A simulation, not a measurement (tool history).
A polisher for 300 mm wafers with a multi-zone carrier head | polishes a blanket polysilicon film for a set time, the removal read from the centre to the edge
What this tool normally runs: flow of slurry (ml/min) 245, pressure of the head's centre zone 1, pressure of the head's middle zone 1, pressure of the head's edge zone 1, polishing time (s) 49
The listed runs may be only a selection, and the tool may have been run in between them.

| run | hour | flow of slurry (ml/min) | pressure of the head's centre zone | pressure of the head's middle zone | pressure of the head's edge zone | polishing time (s) | incoming thickness of the incoming film, nm | film removed at the wafer's centre (Å) | film removed at mid-radius (Å) | film removed at the wafer's edge (Å) |
|---|---|---|---|---|---|---|---|---|---|---|
| 1 | 0 | 245 | 1.08 | 1.03 | 1 | 49 | 1090.9 | 4936 | 4477 | 4540 |
|  | 51.3 | worn pad replaced by a new one |
|  | 176.4 | edge zone pressure recalibrated |
| 2 | 187.8 | 245 | 1.08 | 1.03 | 1 | 49 | 1104.2 | 4596 | 4188 | 4288 |
| 3 | 248.6 | 245 | 1.08 | 1.03 | 1 | 49 | 1101.9 | 4379 | 3982 | 4110 |
|  | 284.3 | slurry nozzle cleaned |
| 4 | 306.6 | 245 | 1 | 1 | 1 | 49 | 1097.2 | 4621 | 4420 | 4620 |
|  | 310.9 | centre zone pressure recalibrated |
|  | 368.9 | worn pad replaced by a new one |
| 5 | 371.4 | 245 | 1 | 1 | 1 | 49 | 1115.8 | 4507 | 4456 | 4492 |
| 6 | 408.8 | 290 | 1 | 1 | 1 | 49 | 1083.4 | 4635 | 4488 | 4657 |
| 7 | 459.5 | 320 | 1.04 | 1 | 1 | 49 | 1086.4 | 4859 | 4509 | 4805 |
| 8 | 485.1 | 195 | 0.94 | 0.88 | 1 | 49 | 1095.5 | 3985 | 3853 | 4461 |
| 9 | 547.7 | 245 | 1 | 1 | 1 | 49 | 1104.4 | 4410 | 4276 | 4455 |
| 10 | 596.8 | 245 | 1 | 1.1 | 1 | 36 | 1085 | 3120 | 3245 | 3130 |
|  | 637.5 | slurry nozzle cleaned |
| 11 | 648.2 | 245 | 1 | 1 | 1 | 49 | 1088.2 | 4540 | 4429 | 4566 |
| 12 | 701.1 | 245 | 1 | 0.91 | 1 | 36 | 1083.3 | 3322 | 3057 | 3398 |
|  | 731.9 | worn pad replaced by a new one |
|  | 747.5 | edge zone pressure recalibrated |
| 13 | 749.4 | 245 | 1 | 1 | 1 | 49 | 1111 | 4549 | 4414 | 4560 |
| 14 | 805.5 | 195 | 1.07 | 1 | 1 | 37 | 1112.3 | 3498 | 3168 | 3337 |
|  | 824.3 | carrier head's membrane replaced by a new one |
| 15 | 859.9 | 245 | 1 | 1 | 1 | 49 | 1101.8 | 4430 | 4318 | 4404 |
| 16 | 919.3 | 245 | 1 | 1.08 | 0.93 | 49 | 1100.9 | 4330 | 4455 | 4245 |
| 17 | 990.7 | 205 | 0.9 | 1 | 0.9 | 49 | 1085.1 | 3558 | 3885 | 3948 |
| 18 | 1023.3 | 245 | 1 | 1 | 1 | 57 | 1084.2 | 4630 | 4577 | 4781 |
|  | 1041.7 | slurry nozzle cleaned |
| 19 | 1072 | 290 | 1 | 1 | 1.1 | 63 | 1103 | 6028 | 5804 | 6236 |
|  | 1105.9 | worn pad replaced by a new one |
| 20 | 1122.7 | 325 | 1 | 1 | 1.04 | 49 | 1111.8 | 4698 | 4526 | 4741 |
| 21 | 1186.8 | 245 | 0.95 | 0.96 | 1.04 | 42 | 1097.4 | 3723 | 3660 | 3973 |
|  | 1198.2 | edge zone pressure recalibrated |
| 22 | 1234.6 | 245 | 1 | 1 | 1 | 49 | 1091.9 | 4475 | 4363 | 4447 |

4 options for the next run, each taken on its own from the tool as it stands now. Forecast them:
| A | 1235 | 245 | 1 | 1 | 1 | 49 | 1102 | ? | ? | ? |
| B | 1235 | 310 | 1.07 | 1 | 1 | 33 | 1102 | ? | ? | ? |
| C | 1235 | 220 | 1.07 | 1 | 0.95 | 66 | 1102 | ? | ? | ? |
| D | 1235 | 280 | 1 | 1.08 | 0.9 | 56 | 1102 | ? | ? | ? |

| run | film removed at the wafer's centre (Å) | film removed at mid-radius (Å) | film removed at the wafer's edge (Å) |
|---|---|---|---|
| A | 4538 | 4385 | 4435 |
| B | 3385 | 3049 | 3060 |
| C | 6399 | 5799 | 5753 |
| D | 5303 | 5375 | 4890 |
The same runs, with their run-to-run variation unchanged, on a tool lacking any hidden condition would have given:
| run | film removed at the wafer's centre (Å) | film removed at mid-radius (Å) | film removed at the wafer's edge (Å) |
|---|---|---|---|
| A | 4670 | 4498 | 4520 |
| B | 3461 | 3110 | 3107 |
| C | 6608 | 5967 | 5875 |
| D | 5435 | 5495 | 4972 |

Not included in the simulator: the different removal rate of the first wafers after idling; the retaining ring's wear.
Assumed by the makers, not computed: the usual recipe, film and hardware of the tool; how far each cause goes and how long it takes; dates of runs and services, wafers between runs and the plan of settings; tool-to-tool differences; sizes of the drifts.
